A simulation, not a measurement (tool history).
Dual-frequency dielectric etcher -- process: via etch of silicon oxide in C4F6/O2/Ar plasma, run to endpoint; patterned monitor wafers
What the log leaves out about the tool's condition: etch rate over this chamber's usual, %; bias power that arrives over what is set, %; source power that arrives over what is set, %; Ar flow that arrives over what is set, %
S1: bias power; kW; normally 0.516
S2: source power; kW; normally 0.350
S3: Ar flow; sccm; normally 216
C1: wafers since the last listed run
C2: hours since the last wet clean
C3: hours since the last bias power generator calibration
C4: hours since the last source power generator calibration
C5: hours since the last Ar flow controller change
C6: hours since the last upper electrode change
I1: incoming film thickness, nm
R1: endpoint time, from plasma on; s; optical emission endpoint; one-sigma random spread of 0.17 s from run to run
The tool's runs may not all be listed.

{"run": 1, "hour": 0.0, "S1": 0.516, "S2": 0.35, "S3": 216, "C1": 0, "C2": 0.5, "C3": 2998.8, "C4": 3221.6, "C5": 4661.9, "C6": 25.0, "I1": 104.4, "R1": 24.1}
{"run": 2, "hour": 0.3, "S1": 0.516, "S2": 0.35, "S3": 216, "C1": 4, "C2": 0.8, "C3": 2999.1, "C4": 3221.9, "C5": 4662.2, "C6": 25.3, "I1": 103.2, "R1": 24.0}
{"run": 3, "hour": 6.2, "S1": 0.516, "S2": 0.35, "S3": 216, "C1": 93, "C2": 6.7, "C3": 3005.0, "C4": 3227.8, "C5": 4668.1, "C6": 31.2, "I1": 104.0, "R1": 23.8}
{"run": 4, "hour": 20.0, "S1": 0.516, "S2": 0.28, "S3": 216, "C1": 219, "C2": 20.5, "C3": 3018.8, "C4": 3241.6, "C5": 4681.9, "C6": 45.0, "I1": 104.9, "R1": 29.0}
{"run": 5, "hour": 33.9, "S1": 0.556, "S2": 0.35, "S3": 216, "C1": 221, "C2": 34.4, "C3": 3032.7, "C4": 3255.5, "C5": 4695.8, "C6": 58.9, "I1": 104.0, "R1": 23.6}
{"run": 6, "hour": 47.6, "S1": 0.556, "S2": 0.35, "S3": 216, "C1": 218, "C2": 48.1, "C3": 3046.4, "C4": 3269.2, "C5": 4709.5, "C6": 72.6, "I1": 103.1, "R1": 23.3}
{"run": 7, "hour": 62.3, "S1": 0.426, "S2": 0.35, "S3": 216, "C1": 233, "C2": 62.8, "C3": 3061.1, "C4": 3283.9, "C5": 4724.2, "C6": 87.3, "I1": 102.6, "R1": 24.9}
{"run": 8, "hour": 76.8, "S1": 0.426, "S2": 0.35, "S3": 216, "C1": 230, "C2": 77.3, "C3": 3075.6, "C4": 3298.4, "C5": 4738.7, "C6": 101.8, "I1": 103.4, "R1": 25.3}
{"run": 9, "hour": 86.6, "S1": 0.426, "S2": 0.35, "S3": 216, "C1": 155, "C2": 87.1, "C3": 3085.4, "C4": 3308.2, "C5": 4748.5, "C6": 111.6, "I1": 103.2, "R1": 25.4}
{"hour": 95.9, "done": "source power generator calibrated"}
{"run": 10, "hour": 96.4, "S1": 0.516, "S2": 0.35, "S3": 243, "C1": 92, "C2": 96.9, "C3": 3095.2, "C4": 0.5, "C5": 4758.3, "C6": 121.4, "I1": 103.4, "R1": 24.2}
{"run": 11, "hour": 102.4, "S1": 0.575, "S2": 0.28, "S3": 265, "C1": 95, "C2": 102.9, "C3": 3101.2, "C4": 6.5, "C5": 4764.3, "C6": 127.4, "I1": 104.3, "R1": 28.6}
{"run": 12, "hour": 115.0, "S1": 0.516, "S2": 0.3, "S3": 263, "C1": 200, "C2": 115.5, "C3": 3113.8, "C4": 19.1, "C5": 4776.9, "C6": 140.0, "I1": 105.3, "R1": 28.3}
{"run": 13, "hour": 124.5, "S1": 0.516, "S2": 0.39, "S3": 267, "C1": 151, "C2": 125.0, "C3": 3123.3, "C4": 28.6, "C5": 4786.4, "C6": 149.5, "I1": 104.4, "R1": 23.3}
{"run": 14, "hour": 132.1, "S1": 0.516, "S2": 0.39, "S3": 216, "C1": 120, "C2": 132.6, "C3": 3130.9, "C4": 36.2, "C5": 4794.0, "C6": 157.1, "I1": 104.4, "R1": 22.5}
{"run": 15, "hour": 144.9, "S1": 0.516, "S2": 0.35, "S3": 216, "C1": 203, "C2": 145.4, "C3": 3143.7, "C4": 49.0, "C5": 4806.8, "C6": 169.9, "I1": 103.9, "R1": 24.4}
{"hour": 156.4, "done": "Ar flow controller replaced"}
{"run": 16, "hour": 156.9, "S1": 0.516, "S2": 0.35, "S3": 235, "C1": 95, "C2": 157.4, "C3": 3155.7, "C4": 61.0, "C5": 0.5, "C6": 181.9, "I1": 104.0, "R1": 24.9}
{"run": 17, "hour": 158.3, "S1": 0.516, "S2": 0.35, "S3": 216, "C1": 22, "C2": 158.8, "C3": 3157.1, "C4": 62.4, "C5": 1.9, "C6": 183.3, "I1": 102.8, "R1": 24.5}
{"run": 18, "hour": 175.5, "S1": 0.516, "S2": 0.35, "S3": 216, "C1": 273, "C2": 176.0, "C3": 3174.3, "C4": 79.6, "C5": 19.1, "C6": 200.5, "I1": 104.2, "R1": 24.4}
{"hour": 185.7, "done": "bias power generator calibrated"}
{"run": 19, "hour": 186.4, "S1": 0.516, "S2": 0.42, "S3": 216, "C1": 109, "C2": 186.9, "C3": 0.7, "C4": 90.5, "C5": 30.0, "C6": 211.4, "I1": 104.0, "R1": 21.5}
{"run": 20, "hour": 193.3, "S1": 0.516, "S2": 0.35, "S3": 216, "C1": 109, "C2": 193.8, "C3": 7.6, "C4": 97.4, "C5": 36.9, "C6": 218.3, "I1": 103.2, "R1": 24.4}
{"run": 21, "hour": 199.9, "S1": 0.516, "S2": 0.35, "S3": 216, "C1": 105, "C2": 200.4, "C3": 14.2, "C4": 104.0, "C5": 43.5, "C6": 224.9, "I1": 104.0, "R1": 24.4}
{"run": 22, "hour": 216.6, "S1": 0.607, "S2": 0.4, "S3": 260, "C1": 265, "C2": 217.1, "C3": 30.9, "C4": 120.7, "C5": 60.2, "C6": 241.6, "I1": 102.6, "R1": 21.6}
{"run": 23, "hour": 229.5, "S1": 0.552, "S2": 0.35, "S3": 268, "C1": 205, "C2": 230.0, "C3": 43.8, "C4": 133.6, "C5": 73.1, "C6": 254.5, "I1": 103.8, "R1": 24.4}
{"run": 24, "hour": 242.7, "S1": 0.641, "S2": 0.35, "S3": 165, "C1": 210, "C2": 243.2, "C3": 57.0, "C4": 146.8, "C5": 86.3, "C6": 267.7, "I1": 103.7, "R1": 22.7}
{"run": 25, "hour": 254.2, "S1": 0.478, "S2": 0.35, "S3": 216, "C1": 183, "C2": 254.7, "C3": 68.5, "C4": 158.3, "C5": 97.8, "C6": 279.2, "I1": 104.3, "R1": 25.3}
{"run": 26, "hour": 262.4, "S1": 0.516, "S2": 0.35, "S3": 216, "C1": 130, "C2": 262.9, "C3": 76.7, "C4": 166.5, "C5": 106.0, "C6": 287.4, "I1": 104.2, "R1": 24.6}
{"run": 27, "hour": 275.9, "S1": 0.516, "S2": 0.35, "S3": 259, "C1": 214, "C2": 276.4, "C3": 90.2, "C4": 180.0, "C5": 119.5, "C6": 300.9, "I1": 101.8, "R1": 24.6}
{"run": 28, "hour": 291.9, "S1": 0.516, "S2": 0.35, "S3": 198, "C1": 254, "C2": 292.4, "C3": 106.2, "C4": 196.0, "C5": 135.5, "C6": 316.9, "I1": 104.6, "R1": 24.6}
{"run": 29, "hour": 304.8, "S1": 0.551, "S2": 0.38, "S3": 248, "C1": 205, "C2": 305.3, "C3": 119.1, "C4": 208.9, "C5": 148.4, "C6": 329.8, "I1": 103.9, "R1": 23.7}

Alternative continuations, all from the tool just after run 29; predict every row:
{"run": "A", "hour": 305.2, "S1": 0.516, "S2": 0.35, "S3": 216, "C1": 6, "C2": 305.7, "C3": 119.5, "C4": 209.3, "C5": 148.8, "C6": 330.2, "I1": 103.5, "R1": "?"}
{"run": "B", "hour": 305.2, "S1": 0.642, "S2": 0.35, "S3": 216, "C1": 6, "C2": 305.7, "C3": 119.5, "C4": 209.3, "C5": 148.8, "C6": 330.2, "I1": 103.5, "R1": "?"}
{"run": "C", "hour": 305.2, "S1": 0.608, "S2": 0.35, "S3": 267, "C1": 6, "C2": 305.7, "C3": 119.5, "C4": 209.3, "C5": 148.8, "C6": 330.2, "I1": 103.5, "R1": "?"}
{"run": "D", "hour": 305.2, "S1": 0.455, "S2": 0.26, "S3": 175, "C1": 6, "C2": 305.7, "C3": 119.5, "C4": 209.3, "C5": 148.8, "C6": 330.2, "I1": 103.5, "R1": "?"}

run=A R1=24.9
run=B R1=23.7
run=C R1=24.3
run=D R1=32.4
Without the tool's unlogged condition, the same runs would have read:
run=A R1=23.9
run=B R1=22.7
run=C R1=23.3
run=D R1=31.0
